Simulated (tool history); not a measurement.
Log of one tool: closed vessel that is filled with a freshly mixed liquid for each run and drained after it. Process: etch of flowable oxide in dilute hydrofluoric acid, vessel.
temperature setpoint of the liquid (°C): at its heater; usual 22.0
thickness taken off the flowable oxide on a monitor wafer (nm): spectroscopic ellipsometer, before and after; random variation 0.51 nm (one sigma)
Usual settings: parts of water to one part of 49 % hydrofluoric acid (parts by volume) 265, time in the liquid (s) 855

| run | hour | temperature setpoint of the liquid (°C) | parts of water to one part of 49 % hydrofluoric acid (parts by volume) | time in the liquid (s) | wafers since the last listed run | hours since the thermometer was replaced | hours since the hydrofluoric acid flow meter was replaced | hours since the gauge calibration | read-back film thickness of the flowable oxide reference wafer, read on the same gauge (nm) | thickness taken off the flowable oxide on a monitor wafer (nm) |
|---|---|---|---|---|---|---|---|---|---|---|
| 1 | 0.0 | 22.0 | 265 | 855 | 0 | 2519.1 | 608.5 | 273.0 | 60.04 | 48.09 |
| 2 | 28.3 | 22.0 | 265 | 855 | 1769 | 2547.4 | 636.8 | 301.3 | 60.00 | 47.61 |
| 3 | 55.2 | 22.0 | 265 | 855 | 1682 | 2574.3 | 663.7 | 328.2 | 60.05 | 49.01 |
| 4 | 89.3 | 22.0 | 265 | 1150 | 2132 | 2608.4 | 697.8 | 362.3 | 59.99 | 66.00 |
| 5 | 124.0 | 22.0 | 265 | 1150 | 2169 | 2643.1 | 732.5 | 397.0 | 60.00 | 65.37 |
| 6 | 136.4 | 22.0 | 265 | 855 | 775 | 2655.5 | 744.9 | 409.4 | 59.98 | 48.30 |
| 7 | 176.3 | 22.0 | 265 | 855 | 2495 | 2695.4 | 784.8 | 449.3 | 59.97 | 48.64 |
| 8 | 200.5 | 22.0 | 265 | 855 | 1513 | 2719.6 | 809.0 | 473.5 | 60.01 | 48.27 |
| 9 | 233.1 | 22.0 | 265 | 855 | 2038 | 2752.2 | 841.6 | 506.1 | 59.98 | 48.87 |
| 10 | 252.2 | 22.0 | 265 | 855 | 1194 | 2771.3 | 860.7 | 525.2 | 60.04 | 48.84 |
| 11 | 272.1 | 22.0 | 265 | 855 | 1244 | 2791.2 | 880.6 | 545.1 | 60.02 | 47.92 |
| 12 | 294.7 | 22.0 | 265 | 855 | 1413 | 2813.8 | 903.2 | 567.7 | 59.95 | 47.53 |
| 13 | 351.9 | 22.0 | 265 | 535 | 3576 | 2871.0 | 960.4 | 624.9 | 60.04 | 30.09 |
| 14 | 371.2 | 22.0 | 265 | 405 | 1206 | 2890.3 | 979.7 | 644.2 | 60.01 | 22.32 |
| 15 | 387.5 | 22.0 | 375 | 1315 | 1019 | 2906.6 | 996.0 | 660.5 | 60.00 | 46.81 |
|  | 393.9 | thermometer replaced |
| 16 | 406.2 | 18.0 | 380 | 420 | 1106 | 12.3 | 1014.7 | 679.2 | 60.00 | 14.30 |
| 17 | 438.2 | 22.0 | 265 | 855 | 2001 | 44.3 | 1046.7 | 711.2 | 60.04 | 52.65 |
| 18 | 456.2 | 22.0 | 265 | 1020 | 1125 | 62.3 | 1064.7 | 729.2 | 59.97 | 63.27 |
| 19 | 488.9 | 17.5 | 330 | 1115 | 2044 | 95.0 | 1097.4 | 761.9 | 59.97 | 43.86 |
| 20 | 523.0 | 20.0 | 365 | 1270 | 2132 | 129.1 | 1131.5 | 796.0 | 60.03 | 48.64 |
|  | 524.9 | hydrofluoric acid flow meter replaced |
|  | 528.9 | gauge calibrated |
| 21 | 540.3 | 20.0 | 265 | 855 | 1019 | 146.4 | 15.4 | 11.4 | 60.02 | 48.26 |
| 22 | 554.4 | 22.0 | 210 | 855 | 881 | 160.5 | 29.5 | 25.5 | 59.95 | 70.83 |
| 23 | 569.2 | 18.0 | 325 | 855 | 925 | 175.3 | 44.3 | 40.3 | 60.00 | 35.72 |
| 24 | 592.2 | 26.0 | 330 | 1295 | 1438 | 198.3 | 67.3 | 63.3 | 60.02 | 68.88 |
| 25 | 618.1 | 17.0 | 315 | 855 | 1619 | 224.2 | 93.2 | 89.2 | 60.05 | 35.29 |
| 26 | 632.4 | 18.0 | 325 | 855 | 894 | 238.5 | 107.5 | 103.5 | 59.98 | 34.85 |
| 27 | 661.6 | 17.0 | 330 | 1345 | 1826 | 267.7 | 136.7 | 132.7 | 59.96 | 53.31 |
| 28 | 675.4 | 19.0 | 165 | 855 | 862 | 281.5 | 150.5 | 146.5 | 60.03 | 82.90 |
| 29 | 775.0 | 19.5 | 265 | 350 | 6228 | 381.1 | 250.1 | 246.1 | 59.99 | 19.54 |
| 30 | 793.5 | 17.5 | 330 | 1115 | 1156 | 399.6 | 268.6 | 264.6 | 60.00 | 43.72 |
| 31 | 828.1 | 19.0 | 180 | 1150 | 2163 | 434.2 | 303.2 | 299.2 | 60.03 | 99.99 |
| 32 | 861.6 | 18.5 | 200 | 1150 | 2094 | 467.7 | 336.7 | 332.7 | 60.01 | 87.50 |

Measured less the same run without the tool's hidden state. The same run-to-run variation is in both; the gauge's scatter may not be:
The hidden state here: liquid colder than its thermometer reads (K); hydrofluoric acid flow below the setpoint (%); gauge reads high (%).
| run | thickness taken off the flowable oxide on a monitor wafer (nm) |
|---|---|
| 1 | -4.71 |
| 2 | -4.69 |
| 3 | -4.90 |
| 4 | -6.68 |
| 5 | -6.69 |
| 6 | -4.97 |
| 7 | -5.08 |
| 8 | -5.08 |
| 9 | -5.20 |
| 10 | -5.25 |
| 11 | -5.16 |
| 12 | -5.16 |
| 13 | -3.34 |
| 14 | -2.48 |
| 15 | -4.95 |
| 16 | -0.04 |
| 17 | -0.21 |
| 18 | -0.28 |
| 19 | -0.24 |
| 20 | -0.31 |
| 21 | -0.36 |
| 22 | -0.56 |
| 23 | -0.29 |
| 24 | -0.57 |
| 25 | -0.36 |
| 26 | -0.37 |
| 27 | -0.62 |
| 28 | -1.06 |
| 29 | -0.30 |
| 30 | -0.71 |
| 31 | -1.84 |
| 32 | -1.71 |
